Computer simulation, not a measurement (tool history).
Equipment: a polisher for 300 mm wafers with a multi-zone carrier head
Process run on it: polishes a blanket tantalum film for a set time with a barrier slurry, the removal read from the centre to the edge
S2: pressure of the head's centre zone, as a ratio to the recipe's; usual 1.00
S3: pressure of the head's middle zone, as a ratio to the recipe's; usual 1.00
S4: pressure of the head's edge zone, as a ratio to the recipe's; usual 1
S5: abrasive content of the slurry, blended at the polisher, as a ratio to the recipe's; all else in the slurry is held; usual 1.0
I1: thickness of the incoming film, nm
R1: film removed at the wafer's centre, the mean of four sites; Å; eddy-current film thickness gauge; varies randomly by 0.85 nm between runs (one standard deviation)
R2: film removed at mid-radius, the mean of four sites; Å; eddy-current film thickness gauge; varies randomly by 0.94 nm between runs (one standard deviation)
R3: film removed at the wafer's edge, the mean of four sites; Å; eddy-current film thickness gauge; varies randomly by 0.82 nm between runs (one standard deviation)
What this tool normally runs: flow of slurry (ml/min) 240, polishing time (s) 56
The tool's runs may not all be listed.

Run 1, hour 0.0: usual settings but flow of slurry (ml/min) 275; I1 239.2. Result: R1 805 Å, R2 795 Å, R3 776 Å.
Run 2, hour 34.5: usual settings; I1 238.6. Result: R1 772 Å, R2 781 Å, R3 750 Å.
Run 3, hour 94.0: usual settings but flow of slurry (ml/min) 315; I1 240.4. Result: R1 811 Å, R2 818 Å, R3 783 Å.
Run 4, hour 141.7: usual settings but S3 1.12, S5 1.2; I1 237.9. Result: R1 807 Å, R2 889 Å, R3 791 Å.
Run 5, hour 186.3: usual settings; I1 241.7. Result: R1 785 Å, R2 772 Å, R3 765 Å.
Run 6, hour 258.0: usual settings but S3 1.05, polishing time (s) 63; I1 238.4. Result: R1 867 Å, R2 938 Å, R3 855 Å.
At hour 261.9: edge zone pressure recalibrated.
At hour 316.4: slurry nozzle cleaned.
Run 7, hour 316.9: usual settings but S2 1.06; I1 237.4. Result: R1 812 Å, R2 775 Å, R3 768 Å.
Run 8, hour 369.8: usual settings but flow of slurry (ml/min) 295, S2 0.95, S3 0.95, S5 1.1; I1 235.5. Result: R1 788 Å, R2 793 Å, R3 777 Å.
Run 9, hour 398.8: usual settings; I1 234.6. Result: R1 781 Å, R2 788 Å, R3 768 Å.
At hour 414.0: worn pad replaced by a new one.
Run 10, hour 452.3: usual settings; I1 239.7. Result: R1 788 Å, R2 757 Å, R3 756 Å.
At hour 473.4: carrier head's membrane replaced by a new one.
Run 11, hour 485.6: usual settings but S5 1.2; I1 239.7. Result: R1 814 Å, R2 835 Å, R3 793 Å.
Run 12, hour 557.6: usual settings but flow of slurry (ml/min) 170; I1 240.9. Result: R1 751 Å, R2 751 Å, R3 729 Å.
Run 13, hour 584.2: usual settings; I1 244.9. Result: R1 801 Å, R2 769 Å, R3 749 Å.

Expected results for the next run?
Run 14, hour 639.8: usual settings but S3 0.97; I1 236.2. Result: R1 ?, R2 ?, R3 ?.

Run 14 measured R1 802 Å, R2 767 Å, R3 756 Å.
Were there no unlogged condition in the tool, this run, its random variation unchanged, would have produced R1 789 Å, R2 767 Å, R3 756 Å.
